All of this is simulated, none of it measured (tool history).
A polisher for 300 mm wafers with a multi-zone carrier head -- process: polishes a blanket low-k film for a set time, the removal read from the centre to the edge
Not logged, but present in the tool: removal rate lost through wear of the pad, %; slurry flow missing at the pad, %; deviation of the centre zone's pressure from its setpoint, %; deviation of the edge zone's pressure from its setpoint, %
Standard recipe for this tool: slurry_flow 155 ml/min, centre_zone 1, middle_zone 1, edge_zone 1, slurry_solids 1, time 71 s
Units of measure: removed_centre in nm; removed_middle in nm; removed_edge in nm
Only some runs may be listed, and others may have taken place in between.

| run | hour | slurry_flow | centre_zone | middle_zone | edge_zone | slurry_solids | time | wafers since the last listed run | wafers polished on this pad | hours since the slurry nozzle was cleaned | hours since the centre zone pressure was calibrated | hours since the edge zone pressure was calibrated | hours since the carrier head's membrane was replaced | incoming thickness of the incoming film, nm | removed_centre | removed_middle | removed_edge |
|---|---|---|---|---|---|---|---|---|---|---|---|---|---|---|---|---|---|
| 1 | 0 | 155 | 1 | 1 | 1 | 1 | 71 | 0 | 618 | 477.7 | 904.3 | 4 | 923.1 | 725.2 | 43 | 42.4 | 41.9 |
| 2 | 20.8 | 155 | 1 | 1 | 1 | 1 | 61 | 193 | 811 | 498.5 | 925.1 | 24.8 | 943.9 | 730.3 | 36.4 | 35.7 | 35.6 |
| 3 | 36.2 | 155 | 1 | 1 | 1 | 1 | 71 | 143 | 954 | 513.9 | 940.5 | 40.2 | 959.3 | 726.9 | 42.3 | 41.6 | 42.5 |
| 4 | 98.1 | 155 | 1.12 | 1 | 1 | 1 | 82 | 575 | 1530 | 575.8 | 1002.4 | 102.1 | 1021.2 | 723 | 54.1 | 47.5 | 47.4 |
| 5 | 118.4 | 155 | 1 | 0.89 | 1 | 1 | 62 | 188 | 1718 | 596.1 | 1022.7 | 122.4 | 1041.5 | 716.7 | 36.1 | 32.3 | 35.8 |
|  | 126.2 | worn pad replaced by a new one |
| 6 | 153.8 | 155 | 1 | 0.9 | 1 | 1.25 | 71 | 291 | 256 | 631.5 | 1058.1 | 157.8 | 1076.9 | 733.3 | 45.1 | 41.3 | 45 |
|  | 162.6 | carrier head's membrane replaced by a new one |
| 7 | 177.9 | 200 | 0.93 | 1 | 1 | 1 | 71 | 177 | 433 | 655.6 | 1082.2 | 181.9 | 15.3 | 742.3 | 40.9 | 42.7 | 43.8 |
| 8 | 204.3 | 120 | 0.9 | 0.91 | 1 | 1 | 71 | 245 | 678 | 682 | 1108.6 | 208.3 | 41.7 | 725.2 | 33.6 | 35.3 | 39.4 |
| 9 | 223.4 | 140 | 1 | 1 | 1 | 1.2 | 83 | 177 | 856 | 701.1 | 1127.7 | 227.4 | 60.8 | 745 | 48.8 | 48.3 | 49.4 |
|  | 245.7 | slurry nozzle cleaned |
| 10 | 256.6 | 155 | 1 | 1 | 1 | 1 | 71 | 299 | 1155 | 10.9 | 1160.9 | 260.6 | 94 | 730.3 | 43.3 | 43.1 | 42.7 |
|  | 259.5 | centre zone pressure recalibrated |
| 11 | 291.8 | 155 | 1 | 1 | 1 | 1 | 71 | 308 | 1464 | 46.1 | 32.3 | 295.8 | 129.2 | 730.1 | 42.6 | 42.7 | 42.4 |
| 12 | 314.8 | 155 | 0.92 | 0.95 | 0.95 | 0.7 | 71 | 213 | 1677 | 69.1 | 55.3 | 318.8 | 152.2 | 714.9 | 35.6 | 36.1 | 37.5 |
|  | 320.8 | worn pad replaced by a new one |
| 13 | 339.9 | 140 | 1 | 1 | 1 | 1.2 | 83 | 196 | 177 | 94.2 | 80.4 | 343.9 | 177.3 | 734.5 | 53.9 | 52.9 | 53.6 |
| 14 | 375.4 | 155 | 1 | 1 | 1 | 1 | 90 | 329 | 507 | 129.7 | 115.9 | 379.4 | 212.8 | 724 | 56.1 | 55 | 55.5 |
| 15 | 397.9 | 155 | 0.89 | 1 | 1 | 1 | 71 | 209 | 716 | 152.2 | 138.4 | 401.9 | 235.3 | 739.7 | 39.1 | 43 | 42.3 |
| 16 | 423.3 | 155 | 1 | 1 | 1 | 1 | 71 | 236 | 952 | 177.6 | 163.8 | 427.3 | 260.7 | 743.6 | 43.2 | 42.7 | 42.4 |
| 17 | 447 | 155 | 1.12 | 1.11 | 1.05 | 1 | 63 | 220 | 1172 | 201.3 | 187.5 | 451 | 284.4 | 735.8 | 43 | 41.3 | 38.1 |
| 18 | 475.8 | 155 | 1 | 1 | 1.05 | 1.15 | 96 | 267 | 1440 | 230.1 | 216.3 | 479.8 | 313.2 | 738.4 | 61 | 60.7 | 60.6 |
|  | 495 | worn pad replaced by a new one |
| 19 | 495.5 | 110 | 0.91 | 1 | 1 | 1 | 71 | 145 | 4 | 249.8 | 236 | 499.5 | 332.9 | 737.2 | 37.4 | 41.9 | 43.3 |
| 20 | 510.7 | 130 | 1 | 1 | 0.88 | 1 | 78 | 141 | 145 | 265 | 251.2 | 514.7 | 348.1 | 727.1 | 47.4 | 46.8 | 45.4 |
| 21 | 523.8 | 155 | 1 | 1.09 | 1 | 1 | 71 | 121 | 267 | 278.1 | 264.3 | 527.8 | 361.2 | 719.4 | 44.5 | 47 | 43.7 |

What differs in the tool's unlogged condition from the final listed run ahead of each entry between runs to the first listed run following it?
Runs 5 to 6: worn pad replaced by a new one (hour 126.2)
  removal rate lost through wear of the pad, %: 5.47 -> 2.62; slurry flow missing at the pad, %: 19.6 -> 22
  measured value less the no-hidden-state value, removed_centre: -3.9 -> -3.9 nm; removed_middle: -3.3 -> -3.2 nm; removed_edge: -3.3 -> -2.9 nm
Runs 6 to 7: carrier head's membrane replaced by a new one (hour 162.6)
  removal rate lost through wear of the pad, %: 2.62 -> 3.63; slurry flow missing at the pad, %: 22 -> 23.6
  measured value less the no-hidden-state value, removed_centre: -3.9 -> -3.6 nm; removed_middle: -3.2 -> -3.5 nm; removed_edge: -2.9 -> -3.1 nm
Runs 9 to 10: slurry nozzle cleaned (hour 245.7)
  removal rate lost through wear of the pad, %: 4.79 -> 5.26; slurry flow missing at the pad, %: 27 -> 1.69
  measured value less the no-hidden-state value, removed_centre: -6.8 -> -2.6 nm; removed_middle: -6.1 -> -2.5 nm; removed_edge: -5.1 -> -2.4 nm
Runs 10 to 11: centre zone pressure recalibrated (hour 259.5)
  removal rate lost through wear of the pad, %: 5.26 -> 5.55; slurry flow missing at the pad, %: 1.69 -> 1.8
  measured value less the no-hidden-state value, removed_centre: -2.6 -> -2.7 nm; removed_middle: -2.5 -> -2.6 nm; removed_edge: -2.4 -> -2.6 nm
Runs 12 to 13: worn pad replaced by a new one (hour 320.8)
  removal rate lost through wear of the pad, %: 5.68 -> 1.62; slurry flow missing at the pad, %: 1.94 -> 2.17
  measured value less the no-hidden-state value, removed_centre: -2.3 -> -1.2 nm; removed_middle: -2.4 -> -1.1 nm; removed_edge: -2.4 -> -1.1 nm
Runs 18 to 19: worn pad replaced by a new one (hour 495)
  removal rate lost through wear of the pad, %: 4.93 -> 0.0533; slurry flow missing at the pad, %: 4.54 -> 5.05
  measured value less the no-hidden-state value, removed_centre: -3.8 -> -0.6 nm; removed_middle: -3.6 -> -0.6 nm; removed_edge: -3.5 -> -0.4 nm
